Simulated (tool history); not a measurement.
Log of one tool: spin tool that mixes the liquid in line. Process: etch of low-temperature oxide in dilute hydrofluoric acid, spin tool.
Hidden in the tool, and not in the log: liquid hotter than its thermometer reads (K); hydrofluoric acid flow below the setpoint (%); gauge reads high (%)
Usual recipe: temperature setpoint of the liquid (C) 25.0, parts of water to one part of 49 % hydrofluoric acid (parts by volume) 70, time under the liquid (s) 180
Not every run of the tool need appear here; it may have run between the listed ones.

run	day	temperature setpoint of the liquid (C)	parts of water to one part of 49 % hydrofluoric acid (parts by volume)	time under the liquid (s)	wafers since the last listed run	hours since the thermometer was replaced	hours since the hydrofluoric acid flow meter was replaced	hours since the gauge calibration	read-back film thickness of the low-temperature oxide reference wafer, read on the same gauge (nm)	thickness taken off the low-temperature oxide on a monitor wafer (nm)
1	0.000	27.5	85	180	0	2474.3	2037.4	0.5	80.00	30.37
2	1.200	28.5	70	120	151	2503.1	2066.2	29.3	79.97	26.24
3	1.808	28.5	70	120	76	2517.7	2080.8	43.9	79.94	26.08
4	2.908	27.0	70	250	138	2544.1	2107.2	70.3	79.97	51.17
5	3.775	27.0	70	250	109	2564.9	2128.0	91.1	79.98	51.50
6	4.675	25.0	50	125	113	2586.5	2149.6	112.7	80.01	34.18
7	5.371	25.0	50	125	87	2603.2	2166.3	129.4	79.99	34.30
8	5.883	25.0	45	180	64	2615.5	2178.6	141.7	80.00	55.44
# day 5.958: hydrofluoric acid flow meter replaced
9	6.933	23.0	90	225	126	2640.7	23.4	166.9	80.01	33.21
10	7.496	29.0	70	130	70	2654.2	36.9	180.4	79.98	32.22
11	8.354	23.5	70	180	108	2674.8	57.5	201.0	80.03	35.87
# day 11.500: gauge calibrated
# day 11.517: thermometer replaced
12	11.692	21.5	100	225	414	4.2	137.6	4.6	80.01	24.86
13	13.117	25.0	70	150	179	38.4	171.8	38.8	79.99	28.48
14	14.554	25.0	105	180	180	72.9	206.3	73.3	79.96	21.69
15	15.638	25.0	70	180	136	98.9	232.3	99.3	79.98	33.82
16	16.900	27.0	70	180	158	129.2	262.6	129.6	79.99	36.71

Predict each of these 3 candidate next runs independently; none follows another, all start after run 16:
A	16.921	25.0	70	180	2	129.7	263.1	130.1	?	?
B	16.921	22.0	105	180	2	129.7	263.1	130.1	?	?
C	16.921	25.0	95	140	2	129.7	263.1	130.1	?	?

run	read-back film thickness of the low-temperature oxide reference wafer, read on the same gauge (nm)	thickness taken off the low-temperature oxide on a monitor wafer (nm)
A	80.04	33.97
B	80.04	19.21
C	80.04	18.83
Without the tool's unlogged condition, the same runs would have read:
run	thickness taken off the low-temperature oxide on a monitor wafer (nm)
A	34.89
B	19.75
C	19.36
